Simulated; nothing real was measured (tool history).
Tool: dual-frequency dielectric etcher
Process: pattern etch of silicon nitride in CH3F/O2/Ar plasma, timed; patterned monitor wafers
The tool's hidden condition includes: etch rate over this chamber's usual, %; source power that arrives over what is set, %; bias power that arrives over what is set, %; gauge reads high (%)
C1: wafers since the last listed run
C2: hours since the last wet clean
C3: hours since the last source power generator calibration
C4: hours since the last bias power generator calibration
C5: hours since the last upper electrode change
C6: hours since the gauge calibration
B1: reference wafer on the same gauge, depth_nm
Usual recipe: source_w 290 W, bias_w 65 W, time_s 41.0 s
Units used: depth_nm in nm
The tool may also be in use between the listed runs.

run 1 day=0.000 | source_w=290 bias_w=65 time_s=41.0 | C1=0 C2=564.5 C3=2938.4 C4=4129.7 C5=5107.0 C6=2361.4 | B1=23.31 | depth_nm=22.69
-- day=1.000 upper electrode replaced
run 2 day=2.104 | source_w=290 bias_w=65 time_s=41.0 | C1=254 C2=615.0 C3=2988.9 C4=4180.2 C5=26.5 C6=2411.9 | B1=23.32 | depth_nm=22.25
run 3 day=5.354 | source_w=310 bias_w=65 time_s=41.0 | C1=749 C2=693.0 C3=3066.9 C4=4258.2 C5=104.5 C6=2489.9 | B1=23.32 | depth_nm=22.67
-- day=7.112 wet clean of the chamber
run 4 day=8.725 | source_w=310 bias_w=65 time_s=41.0 | C1=547 C2=38.7 C3=3147.8 C4=4339.1 C5=185.4 C6=2570.8 | B1=23.28 | depth_nm=24.01
run 5 day=11.538 | source_w=290 bias_w=77 time_s=48.5 | C1=648 C2=106.2 C3=3215.3 C4=4406.6 C5=252.9 C6=2638.3 | B1=23.30 | depth_nm=29.26
run 6 day=15.092 | source_w=340 bias_w=65 time_s=41.0 | C1=820 C2=191.5 C3=3300.6 C4=4491.9 C5=338.2 C6=2723.6 | B1=23.28 | depth_nm=24.61
-- day=26.017 source power generator calibrated
run 7 day=26.429 | source_w=340 bias_w=65 time_s=41.0 | C1=2577 C2=463.6 C3=9.9 C4=4764.0 C5=610.3 C6=2995.7 | B1=23.31 | depth_nm=24.13
run 8 day=30.021 | source_w=290 bias_w=65 time_s=49.0 | C1=828 C2=549.8 C3=96.1 C4=4850.2 C5=696.5 C6=3081.9 | B1=23.30 | depth_nm=27.04
run 9 day=32.950 | source_w=290 bias_w=65 time_s=33.0 | C1=675 C2=620.1 C3=166.4 C4=4920.5 C5=766.8 C6=3152.2 | B1=23.33 | depth_nm=18.01
run 10 day=36.529 | source_w=240 bias_w=73 time_s=41.0 | C1=825 C2=706.0 C3=252.3 C4=5006.4 C5=852.7 C6=3238.1 | B1=23.32 | depth_nm=21.57
run 11 day=38.367 | source_w=290 bias_w=65 time_s=41.0 | C1=424 C2=750.1 C3=296.4 C4=5050.5 C5=896.8 C6=3282.2 | B1=23.34 | depth_nm=22.15
-- day=39.842 wet clean of the chamber
run 12 day=42.546 | source_w=260 bias_w=52 time_s=32.0 | C1=733 C2=64.9 C3=396.7 C4=5150.8 C5=997.1 C6=3382.5 | B1=23.36 | depth_nm=16.42
-- day=43.788 bias power generator calibrated
run 13 day=46.788 | source_w=290 bias_w=79 time_s=46.5 | C1=940 C2=166.7 C3=498.5 C4=72.0 C5=1098.9 C6=3484.3 | B1=23.32 | depth_nm=27.35
run 14 day=48.662 | source_w=290 bias_w=65 time_s=52.5 | C1=432 C2=211.7 C3=543.5 C4=117.0 C5=1143.9 C6=3529.3 | B1=23.26 | depth_nm=29.75
run 15 day=51.100 | source_w=260 bias_w=61 time_s=50.5 | C1=562 C2=270.2 C3=602.0 C4=175.5 C5=1202.4 C6=3587.8 | B1=23.29 | depth_nm=26.77
run 16 day=53.367 | source_w=290 bias_w=65 time_s=41.0 | C1=523 C2=324.6 C3=656.4 C4=229.9 C5=1256.8 C6=3642.2 | B1=23.31 | depth_nm=23.00
run 17 day=57.592 | source_w=350 bias_w=65 time_s=35.5 | C1=974 C2=426.0 C3=757.8 C4=331.3 C5=1358.2 C6=3743.6 | B1=23.23 | depth_nm=20.93
-- day=57.604 gauge calibrated
run 18 day=61.704 | source_w=290 bias_w=65 time_s=41.0 | C1=948 C2=524.7 C3=856.5 C4=430.0 C5=1456.9 C6=98.4 | B1=23.32 | depth_nm=22.50
run 19 day=64.554 | source_w=290 bias_w=73 time_s=41.0 | C1=657 C2=593.1 C3=924.9 C4=498.4 C5=1525.3 C6=166.8 | B1=23.27 | depth_nm=23.37
-- day=65.904 wet clean of the chamber
run 20 day=67.971 | source_w=340 bias_w=76 time_s=29.5 | C1=557 C2=49.6 C3=1006.9 C4=580.4 C5=1607.3 C6=248.8 | B1=23.31 | depth_nm=18.54
run 21 day=70.112 | source_w=290 bias_w=56 time_s=41.0 | C1=494 C2=101.0 C3=1058.3 C4=631.8 C5=1658.7 C6=300.2 | B1=23.39 | depth_nm=22.55
run 22 day=73.238 | source_w=310 bias_w=79 time_s=41.0 | C1=721 C2=176.0 C3=1133.3 C4=706.8 C5=1733.7 C6=375.2 | B1=23.33 | depth_nm=25.05
run 23 day=75.112 | source_w=290 bias_w=65 time_s=41.0 | C1=432 C2=221.0 C3=1178.3 C4=751.8 C5=1778.7 C6=420.2 | B1=23.29 | depth_nm=23.21
run 24 day=78.412 | source_w=320 bias_w=65 time_s=50.0 | C1=761 C2=300.2 C3=1257.5 C4=831.0 C5=1857.9 C6=499.4 | B1=23.27 | depth_nm=29.31
run 25 day=81.200 | source_w=310 bias_w=79 time_s=41.0 | C1=643 C2=367.1 C3=1324.4 C4=897.9 C5=1924.8 C6=566.3 | B1=23.29 | depth_nm=24.90
run 26 day=84.092 | source_w=340 bias_w=65 time_s=52.0 | C1=667 C2=436.5 C3=1393.8 C4=967.3 C5=1994.2 C6=635.7 | B1=23.26 | depth_nm=30.64
run 27 day=88.221 | source_w=290 bias_w=65 time_s=41.0 | C1=952 C2=535.6 C3=1492.9 C4=1066.4 C5=2093.3 C6=734.8 | B1=23.33 | depth_nm=22.64
run 28 day=91.029 | source_w=290 bias_w=65 time_s=52.5 | C1=648 C2=603.0 C3=1560.3 C4=1133.8 C5=2160.7 C6=802.2 | B1=23.29 | depth_nm=28.94
-- day=93.546 wet clean of the chamber
run 29 day=93.567 | source_w=290 bias_w=60 time_s=44.5 | C1=354 C2=0.5 C3=1621.2 C4=1194.7 C5=2221.6 C6=863.1 | B1=23.33 | depth_nm=25.40
run 30 day=96.771 | source_w=360 bias_w=70 time_s=31.0 | C1=739 C2=77.4 C3=1698.1 C4=1271.6 C5=2298.5 C6=940.0 | B1=23.31 | depth_nm=19.58

A few steps of depth_nm between consecutive runs. Split each: what settings, incoming material and random variation would produce without the hidden state, and what is left over for the hidden state, along with gauge scatter present in only one of the two compared results (measured, and without hidden state):
Run 8 -> 9: time_s 49.0 -> 33.0. depth_nm -9.03 nm: hidden state +0.32, all else -9.35.
Run 11 -> 12: source_w 290 -> 260, bias_w 65 -> 52, time_s 41.0 -> 32.0, wet clean of the chamber. depth_nm -5.73 nm: hidden state +1.18, all else -6.91.
Run 12 -> 13: source_w 260 -> 290, bias_w 52 -> 79, time_s 32.0 -> 46.5, bias power generator calibrated. depth_nm +10.93 nm: hidden state -0.38, all else +11.31.
Run 19 -> 20: source_w 290 -> 340, bias_w 73 -> 76, time_s 41.0 -> 29.5, wet clean of the chamber. depth_nm -4.83 nm: hidden state +1.18, all else -6.01.
Run 26 -> 27: source_w 340 -> 290, time_s 52.0 -> 41.0. depth_nm -8.00 nm: hidden state +0.12, all else -8.12.
Run 28 -> 29: bias_w 65 -> 60, time_s 52.5 -> 44.5, wet clean of the chamber. depth_nm -3.54 nm: hidden state +1.66, all else -5.20.
